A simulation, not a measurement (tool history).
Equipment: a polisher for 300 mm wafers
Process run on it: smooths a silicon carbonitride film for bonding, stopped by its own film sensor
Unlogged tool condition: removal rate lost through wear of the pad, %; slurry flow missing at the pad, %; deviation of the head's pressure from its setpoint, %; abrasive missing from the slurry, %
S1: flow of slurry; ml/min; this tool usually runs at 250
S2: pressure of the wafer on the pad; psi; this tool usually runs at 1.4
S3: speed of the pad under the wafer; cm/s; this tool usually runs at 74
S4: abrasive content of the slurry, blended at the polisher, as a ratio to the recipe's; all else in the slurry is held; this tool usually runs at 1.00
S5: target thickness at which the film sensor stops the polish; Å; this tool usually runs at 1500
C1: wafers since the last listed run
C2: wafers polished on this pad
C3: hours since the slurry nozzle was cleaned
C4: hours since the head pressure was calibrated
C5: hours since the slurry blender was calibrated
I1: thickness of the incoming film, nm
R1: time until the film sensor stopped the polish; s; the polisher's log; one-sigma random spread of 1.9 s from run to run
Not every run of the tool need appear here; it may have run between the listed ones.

| run | hour | S1 | S2 | S3 | S4 | S5 | C1 | C2 | C3 | C4 | C5 | I1 | R1 |
|---|---|---|---|---|---|---|---|---|---|---|---|---|---|
| 1 | 0.0 | 250 | 1.4 | 74 | 1.05 | 1500 | 0 | 370 | 209.0 | 433.7 | 155.5 | 171.9 | 148.9 |
| 2 | 66.5 | 250 | 1.4 | 74 | 1.05 | 1500 | 425 | 795 | 275.5 | 500.2 | 222.0 | 167.7 | 121.8 |
| 3 | 132.6 | 250 | 1.4 | 74 | 1.00 | 1500 | 423 | 1219 | 341.6 | 566.3 | 288.1 | 168.6 | 134.6 |
| 4 | 181.4 | 250 | 1.4 | 74 | 1.00 | 1500 | 312 | 1531 | 390.4 | 615.1 | 336.9 | 166.7 | 120.7 |
|  | 233.8 | slurry blender recalibrated |
| 5 | 237.9 | 250 | 1.4 | 74 | 1.00 | 1500 | 348 | 1880 | 446.9 | 671.6 | 4.1 | 171.2 | 149.7 |
|  | 272.5 | slurry nozzle cleaned |
|  | 282.3 | head pressure recalibrated |
| 6 | 291.3 | 190 | 1.4 | 74 | 1.20 | 1500 | 322 | 2203 | 18.8 | 9.0 | 57.5 | 170.3 | 127.8 |
| 7 | 356.6 | 250 | 1.4 | 74 | 1.00 | 1500 | 418 | 2621 | 84.1 | 74.3 | 122.8 | 168.6 | 121.1 |
|  | 392.6 | worn pad replaced by a new one |
| 8 | 403.5 | 250 | 1.4 | 74 | 1.00 | 1500 | 274 | 69 | 131.0 | 121.2 | 169.7 | 168.9 | 127.5 |
| 9 | 455.8 | 250 | 1.4 | 74 | 1.00 | 1500 | 334 | 404 | 183.3 | 173.5 | 222.0 | 169.8 | 133.6 |
| 10 | 515.1 | 250 | 1.4 | 74 | 1.00 | 1500 | 379 | 784 | 242.6 | 232.8 | 281.3 | 172.3 | 155.9 |
| 11 | 565.2 | 250 | 1.1 | 74 | 1.00 | 1500 | 320 | 1104 | 292.7 | 282.9 | 331.4 | 168.0 | 145.0 |
| 12 | 600.5 | 275 | 1.6 | 56 | 0.70 | 1500 | 225 | 1330 | 328.0 | 318.2 | 366.7 | 169.4 | 174.0 |
| 13 | 649.6 | 325 | 1.4 | 74 | 0.70 | 1500 | 314 | 1645 | 377.1 | 367.3 | 415.8 | 171.8 | 170.5 |
|  | 683.3 | slurry blender recalibrated |
| 14 | 719.4 | 200 | 1.4 | 74 | 1.10 | 1480 | 434 | 2079 | 446.9 | 437.1 | 36.1 | 169.4 | 148.3 |
|  | 746.7 | worn pad replaced by a new one |
|  | 755.2 | slurry nozzle cleaned |
| 15 | 755.7 | 335 | 1.4 | 82 | 1.00 | 1500 | 200 | 51 | 0.5 | 473.4 | 72.4 | 166.1 | 90.6 |
| 16 | 783.1 | 250 | 1.6 | 74 | 1.00 | 1500 | 175 | 226 | 27.9 | 500.8 | 99.8 | 168.0 | 107.2 |
| 17 | 815.7 | 250 | 1.2 | 84 | 1.00 | 1500 | 208 | 435 | 60.5 | 533.4 | 132.4 | 170.5 | 133.0 |
| 18 | 882.7 | 250 | 1.4 | 84 | 1.00 | 1500 | 428 | 864 | 127.5 | 600.4 | 199.4 | 172.5 | 140.5 |
| 19 | 922.9 | 250 | 1.2 | 86 | 1.10 | 1560 | 257 | 1121 | 167.7 | 640.6 | 239.6 | 168.4 | 81.2 |
|  | 1093.2 | slurry blender recalibrated |
| 20 | 1105.5 | 250 | 1.9 | 96 | 1.10 | 1500 | 1156 | 2277 | 350.3 | 823.2 | 12.3 | 166.9 | 76.2 |
|  | 1112.5 | head pressure recalibrated |
| 21 | 1141.9 | 250 | 1.4 | 74 | 1.00 | 1500 | 220 | 2497 | 386.7 | 29.4 | 48.7 | 168.5 | 129.3 |
|  | 1180.3 | worn pad replaced by a new one |
| 22 | 1180.9 | 250 | 1.4 | 74 | 1.00 | 1500 | 224 | 3 | 425.7 | 68.4 | 87.7 | 170.1 | 146.1 |
|  | 1222.6 | slurry nozzle cleaned |
| 23 | 1227.2 | 215 | 1.4 | 64 | 1.10 | 1450 | 289 | 293 | 4.6 | 114.7 | 134.0 | 170.9 | 187.4 |
| 24 | 1264.4 | 250 | 1.4 | 74 | 0.70 | 1500 | 238 | 532 | 41.8 | 151.9 | 171.2 | 171.8 | 160.8 |

Run 25 is up next; what results do you expect?
| 25 | 1319.9 | 250 | 1.0 | 98 | 1.00 | 1500 | 355 | 887 | 97.3 | 207.4 | 226.7 | 168.6 | ? |

R1: 121.0 s
With the hidden condition absent and the run-to-run variation left alone, this run would have shown R1 111.8 s.
